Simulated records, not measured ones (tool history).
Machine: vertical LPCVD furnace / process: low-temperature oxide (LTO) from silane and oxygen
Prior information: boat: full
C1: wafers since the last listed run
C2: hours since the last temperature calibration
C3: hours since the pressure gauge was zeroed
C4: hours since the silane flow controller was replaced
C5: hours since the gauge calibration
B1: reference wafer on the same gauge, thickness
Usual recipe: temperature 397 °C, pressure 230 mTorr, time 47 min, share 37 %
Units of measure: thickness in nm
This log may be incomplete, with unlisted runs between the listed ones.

{"run": 1, "day": 0.0, "temperature": 397, "pressure": 210, "time": 47, "share": 37, "C1": 0, "C2": 3159.7, "C3": 3314.8, "C4": 3414.3, "C5": 188.2, "B1": 338.02, "thickness": 376.01}
{"day": 0.204, "done": "gauge calibrated"}
{"run": 2, "day": 0.583, "temperature": 397, "pressure": 210, "time": 47, "share": 37, "C1": 265, "C2": 3173.7, "C3": 3328.8, "C4": 3428.3, "C5": 9.1, "B1": 337.56, "thickness": 379.9}
{"run": 3, "day": 1.017, "temperature": 397, "pressure": 230, "time": 43, "share": 37, "C1": 197, "C2": 3184.1, "C3": 3339.2, "C4": 3438.7, "C5": 19.5, "B1": 338.11, "thickness": 379.06}
{"run": 4, "day": 1.425, "temperature": 397, "pressure": 230, "time": 41.5, "share": 37, "C1": 185, "C2": 3193.9, "C3": 3349, "C4": 3448.5, "C5": 29.3, "B1": 337.8, "thickness": 365.57}
{"run": 5, "day": 1.938, "temperature": 397, "pressure": 230, "time": 47, "share": 37, "C1": 233, "C2": 3206.2, "C3": 3361.3, "C4": 3460.8, "C5": 41.6, "B1": 337.73, "thickness": 410.81}
{"run": 6, "day": 2.225, "temperature": 397, "pressure": 230, "time": 47, "share": 33, "C1": 130, "C2": 3213.1, "C3": 3368.2, "C4": 3467.7, "C5": 48.5, "B1": 338.11, "thickness": 352.23}
{"day": 3.404, "done": "thermocouples replaced and temperature profile calibrated"}
{"run": 7, "day": 3.425, "temperature": 397, "pressure": 230, "time": 47, "share": 37, "C1": 91, "C2": 0.5, "C3": 3397, "C4": 3496.5, "C5": 77.3, "B1": 338.25, "thickness": 417.48}
{"run": 8, "day": 3.575, "temperature": 397, "pressure": 230, "time": 47, "share": 32, "C1": 68, "C2": 4.1, "C3": 3400.6, "C4": 3500.1, "C5": 80.9, "B1": 337.88, "thickness": 338.6}
{"run": 9, "day": 3.725, "temperature": 397, "pressure": 230, "time": 47, "share": 40, "C1": 68, "C2": 7.7, "C3": 3404.2, "C4": 3503.7, "C5": 84.5, "B1": 338.1, "thickness": 452.97}
{"run": 10, "day": 3.875, "temperature": 397, "pressure": 230, "time": 47, "share": 40, "C1": 0, "C2": 11.3, "C3": 3407.8, "C4": 3507.3, "C5": 88.1, "B1": 338.27, "thickness": 453.89}
{"day": 4.725, "done": "pressure gauge zeroed"}
{"day": 5.679, "done": "silane flow controller replaced"}
{"run": 11, "day": 5.7, "temperature": 397, "pressure": 230, "time": 47, "share": 40, "C1": 9, "C2": 55.1, "C3": 23.4, "C4": 0.5, "C5": 131.9, "B1": 337.44, "thickness": 454.58}
{"run": 12, "day": 5.85, "temperature": 404, "pressure": 230, "time": 47, "share": 41, "C1": 68, "C2": 58.7, "C3": 27, "C4": 4.1, "C5": 135.5, "B1": 338.17, "thickness": 500.18}
{"run": 13, "day": 6.0, "temperature": 401, "pressure": 195, "time": 47, "share": 44, "C1": 68, "C2": 62.3, "C3": 30.6, "C4": 7.7, "C5": 139.1, "B1": 338.3, "thickness": 451.4}
{"run": 14, "day": 6.15, "temperature": 409, "pressure": 230, "time": 60, "share": 37, "C1": 68, "C2": 65.9, "C3": 34.2, "C4": 11.3, "C5": 142.7, "B1": 338.07, "thickness": 603.27}
{"run": 15, "day": 6.296, "temperature": 386, "pressure": 250, "time": 47, "share": 41, "C1": 66, "C2": 69.4, "C3": 37.7, "C4": 14.8, "C5": 146.2, "B1": 338.12, "thickness": 450.36}
{"run": 16, "day": 6.446, "temperature": 397, "pressure": 210, "time": 47, "share": 37, "C1": 68, "C2": 73, "C3": 41.3, "C4": 18.4, "C5": 149.8, "B1": 338.69, "thickness": 374.19}
{"run": 17, "day": 6.862, "temperature": 397, "pressure": 230, "time": 47, "share": 37, "C1": 189, "C2": 83, "C3": 51.3, "C4": 28.4, "C5": 159.8, "B1": 337.76, "thickness": 410.18}
{"day": 6.883, "done": "gauge calibrated"}
{"run": 18, "day": 7.304, "temperature": 391, "pressure": 230, "time": 62, "share": 35, "C1": 200, "C2": 93.6, "C3": 61.9, "C4": 39, "C5": 10.1, "B1": 337.8, "thickness": 469.64}

Run 19, settings as shown, results not yet in. Your forecast:
{"run": 19, "day": 7.829, "temperature": 400, "pressure": 230, "time": 54, "share": 35, "C1": 238, "C2": 106.2, "C3": 74.5, "C4": 51.6, "C5": 22.7, "B1": "?", "thickness": "?"}

Run 19 measured B1 338.08, thickness 451.91 nm.
Had the tool carried no hidden state, the very same run would have given thickness 451.91 nm.

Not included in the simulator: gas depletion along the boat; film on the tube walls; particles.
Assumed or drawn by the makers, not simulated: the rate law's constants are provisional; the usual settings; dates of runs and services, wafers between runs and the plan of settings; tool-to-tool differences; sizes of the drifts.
